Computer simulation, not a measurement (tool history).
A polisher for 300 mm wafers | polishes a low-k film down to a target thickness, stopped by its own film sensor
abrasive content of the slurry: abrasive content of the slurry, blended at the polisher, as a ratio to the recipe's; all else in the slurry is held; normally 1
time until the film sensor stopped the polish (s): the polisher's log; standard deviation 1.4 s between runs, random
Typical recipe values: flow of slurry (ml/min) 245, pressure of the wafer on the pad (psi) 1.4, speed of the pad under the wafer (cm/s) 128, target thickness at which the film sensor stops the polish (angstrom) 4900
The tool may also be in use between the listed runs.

run,hour,flow of slurry (ml/min),pressure of the wafer on the pad (psi),speed of the pad under the wafer (cm/s),abrasive content of the slurry,target thickness at which the film sensor stops the polish (angstrom),"incoming thickness of the incoming film, nm",time until the film sensor stopped the polish (s)
1,0,245,1.4,112,1,4900,530.3,134.8
# hour 9.5: worn pad replaced by a new one
2,27.5,245,1.4,112,1,4900,529.4,128.8
# hour 41.5: conditioning disc replaced and pad reconditioned
3,48.2,245,1.4,128,1,4900,532.7,126.3
# hour 61.9: slurry blender recalibrated
4,81.3,245,1.4,128,1,4900,530.5,122.7
# hour 92.3: slurry nozzle cleaned
5,104.8,245,1.4,128,1,4950,534.4,122.4
6,125.1,245,1.4,128,1,4900,524.7,104.2
7,147.9,245,1.8,128,1,4900,532.3,101.7
8,173.7,245,1.8,128,1,4900,537.8,112.5
# hour 193.1: worn pad replaced by a new one
9,203.6,245,1.4,128,1,4900,539.1,148.8
# hour 212.4: head pressure recalibrated
# hour 258.7: conditioning disc replaced and pad reconditioned
# hour 274.3: slurry blender recalibrated
10,304.7,265,1.5,128,0.85,4790,529.9,152.7
11,320.7,245,1.4,128,1,4900,527.4,104.7
12,346.6,245,1.4,128,1,4900,533.7,122.5
13,372.1,245,1.4,128,1,4900,525.5,102
# hour 380.2: worn pad replaced by a new one
14,393.5,275,1.4,128,0.9,4760,524.3,153.3
# hour 485: slurry blender recalibrated
# hour 486.6: conditioning disc replaced and pad reconditioned
15,496.7,245,1,154,1,4900,539.8,184.1
16,516.3,245,1.1,128,1.1,4900,533.6,153.5
17,532.1,245,1.4,128,1.1,4830,536.1,148.7
# hour 560.3: slurry nozzle cleaned
18,563.8,330,1.4,128,1,4900,521.3,91.3
19,586.7,245,1.4,128,1,4900,526.2,108.5
20,599.3,245,1.1,128,1.25,4900,528,123.6
# hour 605.7: worn pad replaced by a new one
21,619.4,270,1.4,128,1.2,4770,536,159.6
22,652.4,285,1.4,128,0.9,4900,529.3,128.8
23,666.5,245,1.4,128,1,4900,536.6,140.9
# hour 684.1: conditioning disc replaced and pad reconditioned
# hour 689: slurry blender recalibrated
24,699.9,245,1.4,152,1,4990,531.7,88.4
25,712.5,210,1.1,96,1,4780,520,192.2

For some of the steps in time until the film sensor stopped the polish (s) from one run to the next: how much would appear even if the tool had no hidden state, given the settings, what came in and random variation, and how much remains for the hidden state plus any gauge scatter that the measured result and the result without hidden state don't share?
The tool's hidden condition here consists of: removal rate lost through wear of the pad, %; slurry flow missing at the pad, %; deviation of the head's pressure from its setpoint, %; abrasive missing from the slurry, %; time polished since the conditioner stopped cutting, s.
Run 9 -> 10: flow of slurry (ml/min) 245 -> 265, pressure of the wafer on the pad (psi) 1.4 -> 1.5, abrasive content of the slurry 1 -> 0.85, target thickness at which the film sensor stops the polish (angstrom) 4900 -> 4790, head pressure recalibrated, conditioning disc replaced and pad reconditioned, slurry blender recalibrated. time until the film sensor stopped the polish (s) +3.9: hidden state -12.4, all else +16.3.
Run 17 -> 18: flow of slurry (ml/min) 245 -> 330, abrasive content of the slurry 1.1 -> 1, target thickness at which the film sensor stops the polish (angstrom) 4830 -> 4900, slurry nozzle cleaned. time until the film sensor stopped the polish (s) -57.4: hidden state -5.7, all else -51.7.
Run 24 -> 25: flow of slurry (ml/min) 245 -> 210, pressure of the wafer on the pad (psi) 1.4 -> 1.1, speed of the pad under the wafer (cm/s) 152 -> 96, target thickness at which the film sensor stops the polish (angstrom) 4990 -> 4780. time until the film sensor stopped the polish (s) +103.8: hidden state +12.9, all else +90.9.
